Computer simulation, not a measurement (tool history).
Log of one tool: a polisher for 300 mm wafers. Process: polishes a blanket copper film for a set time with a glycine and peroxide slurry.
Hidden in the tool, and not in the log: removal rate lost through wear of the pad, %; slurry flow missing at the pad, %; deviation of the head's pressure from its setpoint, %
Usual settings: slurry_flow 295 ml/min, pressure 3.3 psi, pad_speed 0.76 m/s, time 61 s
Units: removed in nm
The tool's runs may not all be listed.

run	hour	slurry_flow	pressure	pad_speed	time	wafers since the last listed run	wafers polished on this pad	hours since the slurry nozzle was cleaned	hours since the head pressure was calibrated	incoming thickness of the incoming film, nm	removed
1	0	295	3.9	0.76	61	0	1215	760.8	123.4	1026.2	280.4
2	50	295	3.9	0.76	61	496	1712	810.8	173.4	1029.5	271.2
# hour 91.9: slurry nozzle cleaned
3	144.1	295	3.3	0.76	61	924	2636	52.2	267.5	1016.5	243.3
4	237.9	295	3.3	0.76	61	931	3567	146	361.3	1002.4	231.7
# hour 268.5: worn pad replaced by a new one
5	324.6	295	3.3	0.76	61	821	557	232.7	448	1016.2	255.9
6	387.8	295	3.3	0.76	61	627	1184	295.9	511.2	1015.6	255.5
7	483.6	295	3.3	0.76	61	951	2135	391.7	607	1017.7	244.1
8	576.5	295	3.3	0.76	61	922	3058	484.6	699.9	1032.2	238.1
# hour 603.4: worn pad replaced by a new one
9	657.2	295	3.3	0.76	61	761	534	565.3	780.6	1020.8	260.8
10	703.1	295	3.3	0.76	61	455	989	611.2	826.5	1018	255.3
11	740.6	295	3.3	0.76	61	372	1362	648.7	864	1015.4	253.8
12	841.3	295	3.3	0.76	61	999	2362	749.4	964.7	1008.8	251.1
13	893.5	295	3.3	0.76	61	518	2880	801.6	1016.9	1000.2	241.3
# hour 949.8: slurry nozzle cleaned
# hour 957.8: head pressure recalibrated
14	998.2	295	3.3	0.76	61	1009	3890	48.4	40.4	1017.6	230.5
# hour 1013.1: worn pad replaced by a new one
15	1062.7	260	3.9	0.76	49	600	492	112.9	104.9	1016.9	223.7
16	1133.2	390	4.2	0.76	61	700	1192	183.4	175.4	997.9	292.2
17	1210.1	295	3.3	0.94	50	763	1956	260.3	252.3	1017.2	232.9
18	1307.4	295	3.3	0.76	61	966	2922	357.6	349.6	1030.4	237.7

Forecast run 19:
19	1355.6	295	3.3	0.76	61	478	3400	405.8	397.8	1014.2	?

{"run 19": {"removed": 231.7}}
Without the tool's hidden state the same run would have given removed 259.4 nm.

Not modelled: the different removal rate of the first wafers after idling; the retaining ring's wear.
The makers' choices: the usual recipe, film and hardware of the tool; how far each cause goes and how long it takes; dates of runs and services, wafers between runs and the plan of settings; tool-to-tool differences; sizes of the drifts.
